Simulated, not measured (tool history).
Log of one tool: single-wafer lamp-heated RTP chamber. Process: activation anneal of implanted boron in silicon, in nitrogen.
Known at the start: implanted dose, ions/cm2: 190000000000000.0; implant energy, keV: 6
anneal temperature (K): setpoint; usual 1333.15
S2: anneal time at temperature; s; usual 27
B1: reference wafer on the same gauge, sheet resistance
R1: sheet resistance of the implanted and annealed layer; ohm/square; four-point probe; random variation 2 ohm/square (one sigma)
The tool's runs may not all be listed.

run 1 hour=0.0 | anneal_temperature_(K)=1333.15 S2=27 | B1=573.89 | R1=539.52
-- hour=17.1 pyrometer window cleaned and pyrometer calibrated
run 2 hour=32.6 | anneal_temperature_(K)=1333.15 S2=27 | B1=574.74 | R1=539.25
run 3 hour=80.6 | anneal_temperature_(K)=1333.15 S2=27 | B1=575.82 | R1=546.34
run 4 hour=127.7 | anneal_temperature_(K)=1333.15 S2=27 | B1=576.74 | R1=542.57
run 5 hour=199.3 | anneal_temperature_(K)=1333.15 S2=27 | B1=577.10 | R1=545.08
-- hour=240.1 pyrometer window cleaned and pyrometer calibrated
run 6 hour=267.4 | anneal_temperature_(K)=1333.15 S2=21 | B1=579.07 | R1=547.26
run 7 hour=313.1 | anneal_temperature_(K)=1333.15 S2=27 | B1=581.08 | R1=545.65
run 8 hour=379.7 | anneal_temperature_(K)=1333.15 S2=27 | B1=581.84 | R1=546.74
run 9 hour=418.4 | anneal_temperature_(K)=1309.15 S2=19 | B1=582.94 | R1=555.87
-- hour=456.6 pyrometer window cleaned and pyrometer calibrated
run 10 hour=466.5 | anneal_temperature_(K)=1309.15 S2=19 | B1=583.36 | R1=559.07
run 11 hour=499.8 | anneal_temperature_(K)=1308.15 S2=13 | B1=584.56 | R1=561.62
run 12 hour=556.5 | anneal_temperature_(K)=1333.15 S2=19 | B1=585.72 | R1=556.85
-- hour=603.3 reflector plate cleaned
run 13 hour=625.9 | anneal_temperature_(K)=1341.15 S2=21 | B1=586.47 | R1=557.11
run 14 hour=687.4 | anneal_temperature_(K)=1333.15 S2=27 | B1=588.12 | R1=555.54
-- hour=721.4 gauge calibrated
-- hour=724.5 pyrometer window cleaned and pyrometer calibrated
run 15 hour=729.3 | anneal_temperature_(K)=1355.15 S2=27 | B1=556.08 | R1=518.86
run 16 hour=771.4 | anneal_temperature_(K)=1323.15 S2=35 | B1=556.82 | R1=520.22
run 17 hour=822.0 | anneal_temperature_(K)=1316.15 S2=35 | B1=556.96 | R1=528.29
run 18 hour=869.8 | anneal_temperature_(K)=1333.15 S2=27 | B1=559.07 | R1=527.73
run 19 hour=935.7 | anneal_temperature_(K)=1315.15 S2=33 | B1=560.26 | R1=532.61
-- hour=955.6 pyrometer window cleaned and pyrometer calibrated
run 20 hour=987.5 | anneal_temperature_(K)=1333.15 S2=27 | B1=561.39 | R1=531.22
run 21 hour=1027.9 | anneal_temperature_(K)=1357.15 S2=39 | B1=561.98 | R1=518.97

Forecast each of these 4 alternatives for the next run:
run A hour=1028.3 | anneal_temperature_(K)=1333.15 S2=27 | B1=? | R1=?
run B hour=1028.3 | anneal_temperature_(K)=1361.15 S2=16 | B1=? | R1=?
run C hour=1028.3 | anneal_temperature_(K)=1353.15 S2=32 | B1=? | R1=?
run D hour=1028.3 | anneal_temperature_(K)=1303.15 S2=18 | B1=? | R1=?

run=A B1=561.81 R1=527.55
run=B B1=561.81 R1=528.00
run=C B1=561.81 R1=520.33
run=D B1=561.81 R1=535.65
Without the tool's hidden state the same runs would have given:
run=A R1=525.88
run=B R1=526.33
run=C R1=518.68
run=D R1=533.96

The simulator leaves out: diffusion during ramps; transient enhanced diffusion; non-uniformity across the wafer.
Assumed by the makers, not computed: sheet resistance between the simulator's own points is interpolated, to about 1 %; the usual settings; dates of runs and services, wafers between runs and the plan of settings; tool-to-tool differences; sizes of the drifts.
